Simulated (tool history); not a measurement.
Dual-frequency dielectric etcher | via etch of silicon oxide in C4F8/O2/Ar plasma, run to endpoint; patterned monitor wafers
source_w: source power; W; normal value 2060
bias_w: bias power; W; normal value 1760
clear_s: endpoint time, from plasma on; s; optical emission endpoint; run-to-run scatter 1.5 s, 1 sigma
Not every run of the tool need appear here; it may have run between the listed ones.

| run | hour | source_w | bias_w | incoming incoming film thickness, nm | clear_s |
|---|---|---|---|---|---|
| 1 | 0.0 | 2060 | 2073 | 967.5 | 206.9 |
| 2 | 57.7 | 2060 | 2073 | 967.2 | 207.9 |
| 3 | 123.8 | 2060 | 1760 | 953.7 | 213.2 |
| 4 | 148.2 | 2060 | 1760 | 957.9 | 214.4 |
| 5 | 197.5 | 2060 | 1760 | 957.7 | 214.2 |
| 6 | 224.8 | 2060 | 1760 | 953.9 | 217.7 |
| 7 | 252.1 | 2060 | 1760 | 958.0 | 220.3 |
|  | 304.1 | wet clean of the chamber |
| 8 | 315.5 | 2060 | 1760 | 960.9 | 204.7 |
| 9 | 371.1 | 2060 | 1760 | 965.8 | 209.4 |
| 10 | 414.9 | 2060 | 1656 | 955.1 | 212.3 |
| 11 | 458.5 | 2060 | 1656 | 960.8 | 213.8 |
| 12 | 511.4 | 2060 | 1885 | 960.9 | 204.0 |
| 13 | 550.7 | 2060 | 2103 | 954.4 | 196.7 |
|  | 598.7 | bias power generator calibrated |
| 14 | 611.5 | 2060 | 1760 | 961.8 | 217.1 |
|  | 645.2 | source power generator calibrated |
| 15 | 661.7 | 2060 | 1760 | 954.2 | 211.6 |
| 16 | 756.3 | 1630 | 2033 | 950.4 | 232.5 |
| 17 | 795.6 | 2290 | 2186 | 955.4 | 189.0 |
| 18 | 841.0 | 2530 | 1760 | 952.8 | 196.5 |

Run 19 comes next. What will it give?
|  | 914.1 | upper electrode replaced |
|  | 924.1 | wet clean of the chamber |
| 19 | 924.6 | 2060 | 1457 | 963.3 | ? |

Run 19 came out at clear_s 221.6 s.
Take away the tool's hidden state, keep the run-to-run variation as it was, and the same run would have given clear_s 222.7 s.

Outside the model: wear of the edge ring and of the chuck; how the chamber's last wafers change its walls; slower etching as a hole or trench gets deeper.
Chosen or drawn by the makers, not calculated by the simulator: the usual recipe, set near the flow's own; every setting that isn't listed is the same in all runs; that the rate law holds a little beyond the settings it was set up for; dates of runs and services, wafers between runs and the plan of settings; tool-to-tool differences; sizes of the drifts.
